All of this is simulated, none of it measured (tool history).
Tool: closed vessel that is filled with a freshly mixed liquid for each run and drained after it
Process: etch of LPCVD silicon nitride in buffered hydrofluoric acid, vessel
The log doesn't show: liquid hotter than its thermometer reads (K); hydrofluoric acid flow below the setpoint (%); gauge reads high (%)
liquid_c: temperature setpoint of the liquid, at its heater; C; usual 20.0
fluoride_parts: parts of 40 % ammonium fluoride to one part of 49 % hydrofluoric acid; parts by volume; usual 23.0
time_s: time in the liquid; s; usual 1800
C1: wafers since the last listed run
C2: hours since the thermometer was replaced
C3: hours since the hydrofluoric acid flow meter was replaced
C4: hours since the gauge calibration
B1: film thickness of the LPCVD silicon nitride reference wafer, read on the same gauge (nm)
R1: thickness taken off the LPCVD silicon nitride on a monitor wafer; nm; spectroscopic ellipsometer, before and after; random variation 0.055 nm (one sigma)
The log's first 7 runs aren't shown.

run 8 hour=170.6 | liquid_c=21.5 fluoride_parts=23.0 time_s=1800 | C1=1288 C2=1374.2 C3=754.2 C4=561.3 | B1=120.01 | R1=10.55
run 9 hour=221.0 | liquid_c=23.0 fluoride_parts=23.0 time_s=1800 | C1=2673 C2=1424.6 C3=804.6 C4=611.7 | B1=120.00 | R1=11.30
run 10 hour=242.7 | liquid_c=20.0 fluoride_parts=23.0 time_s=1800 | C1=1150 C2=1446.3 C3=826.3 C4=633.4 | B1=119.99 | R1=9.73
-- hour=262.6 thermometer replaced
run 11 hour=345.9 | liquid_c=20.0 fluoride_parts=23.0 time_s=1800 | C1=5420 C2=83.3 C3=929.5 C4=736.6 | B1=119.99 | R1=8.55
run 12 hour=367.1 | liquid_c=20.0 fluoride_parts=23.0 time_s=1800 | C1=1124 C2=104.5 C3=950.7 C4=757.8 | B1=120.00 | R1=8.54
-- hour=387.5 hydrofluoric acid flow meter replaced
-- hour=389.5 gauge calibrated
run 13 hour=397.4 | liquid_c=20.0 fluoride_parts=23.0 time_s=1800 | C1=1554 C2=134.8 C3=9.9 C4=7.9 | B1=119.98 | R1=8.51
run 14 hour=415.0 | liquid_c=18.0 fluoride_parts=23.0 time_s=1800 | C1=933 C2=152.4 C3=27.5 C4=25.5 | B1=119.99 | R1=7.70
run 15 hour=434.0 | liquid_c=20.0 fluoride_parts=23.0 time_s=1800 | C1=1007 C2=171.4 C3=46.5 C4=44.5 | B1=120.00 | R1=8.64
run 16 hour=460.2 | liquid_c=20.0 fluoride_parts=23.0 time_s=1800 | C1=1389 C2=197.6 C3=72.7 C4=70.7 | B1=120.02 | R1=8.65
run 17 hour=472.9 | liquid_c=20.0 fluoride_parts=14.0 time_s=1100 | C1=673 C2=210.3 C3=85.4 C4=83.4 | B1=119.99 | R1=8.21
run 18 hour=485.9 | liquid_c=20.0 fluoride_parts=18.0 time_s=1800 | C1=689 C2=223.3 C3=98.4 C4=96.4 | B1=120.01 | R1=10.60
run 19 hour=520.3 | liquid_c=23.0 fluoride_parts=23.0 time_s=1800 | C1=1824 C2=257.7 C3=132.8 C4=130.8 | B1=120.00 | R1=10.23
run 20 hour=548.1 | liquid_c=20.0 fluoride_parts=15.5 time_s=1130 | C1=1474 C2=285.5 C3=160.6 C4=158.6 | B1=119.99 | R1=7.72
run 21 hour=569.1 | liquid_c=20.0 fluoride_parts=28.0 time_s=2695 | C1=1113 C2=306.5 C3=181.6 C4=179.6 | B1=120.03 | R1=11.27
run 22 hour=598.3 | liquid_c=17.0 fluoride_parts=23.0 time_s=1160 | C1=1548 C2=335.7 C3=210.8 C4=208.8 | B1=120.01 | R1=4.78
run 23 hour=617.7 | liquid_c=18.5 fluoride_parts=27.5 time_s=1800 | C1=1028 C2=355.1 C3=230.2 C4=228.2 | B1=120.01 | R1=7.07
run 24 hour=647.2 | liquid_c=20.0 fluoride_parts=23.0 time_s=1800 | C1=1564 C2=384.6 C3=259.7 C4=257.7 | B1=120.00 | R1=8.77
run 25 hour=662.2 | liquid_c=18.5 fluoride_parts=16.5 time_s=1800 | C1=795 C2=399.6 C3=274.7 C4=272.7 | B1=119.97 | R1=10.78
run 26 hour=674.2 | liquid_c=20.0 fluoride_parts=23.0 time_s=1800 | C1=636 C2=411.6 C3=286.7 C4=284.7 | B1=119.98 | R1=8.79
run 27 hour=701.9 | liquid_c=20.0 fluoride_parts=23.0 time_s=1800 | C1=1469 C2=439.3 C3=314.4 C4=312.4 | B1=119.99 | R1=8.85
run 28 hour=721.9 | liquid_c=18.5 fluoride_parts=16.5 time_s=1800 | C1=1060 C2=459.3 C3=334.4 C4=332.4 | B1=119.99 | R1=10.79
run 29 hour=739.4 | liquid_c=21.5 fluoride_parts=20.5 time_s=995 | C1=928 C2=476.8 C3=351.9 C4=349.9 | B1=120.00 | R1=5.75
run 30 hour=775.1 | liquid_c=17.0 fluoride_parts=28.0 time_s=2100 | C1=1893 C2=512.5 C3=387.6 C4=385.6 | B1=119.99 | R1=7.65
run 31 hour=795.5 | liquid_c=20.0 fluoride_parts=23.0 time_s=1800 | C1=1082 C2=532.9 C3=408.0 C4=406.0 | B1=120.00 | R1=8.80
run 32 hour=818.4 | liquid_c=18.5 fluoride_parts=26.5 time_s=1800 | C1=1214 C2=555.8 C3=430.9 C4=428.9 | B1=120.01 | R1=7.39

Forecast each of these 4 alternatives for the next run:
run A hour=819.5 | liquid_c=20.0 fluoride_parts=23.0 time_s=1800 | C1=58 C2=556.9 C3=432.0 C4=430.0 | B1=? | R1=?
run B hour=819.5 | liquid_c=17.5 fluoride_parts=15.0 time_s=1415 | C1=58 C2=556.9 C3=432.0 C4=430.0 | B1=? | R1=?
run C hour=819.5 | liquid_c=20.0 fluoride_parts=26.5 time_s=1800 | C1=58 C2=556.9 C3=432.0 C4=430.0 | B1=? | R1=?
run D hour=819.5 | liquid_c=17.0 fluoride_parts=30.0 time_s=1800 | C1=58 C2=556.9 C3=432.0 C4=430.0 | B1=? | R1=?

run=A B1=119.99 R1=8.83
run=B B1=119.99 R1=8.82
run=C B1=119.99 R1=8.00
run=D B1=119.99 R1=6.20
Without the tool's hidden state the same runs would have given:
run=A R1=8.41
run=B R1=8.39
run=C R1=7.62
run=D R1=5.90
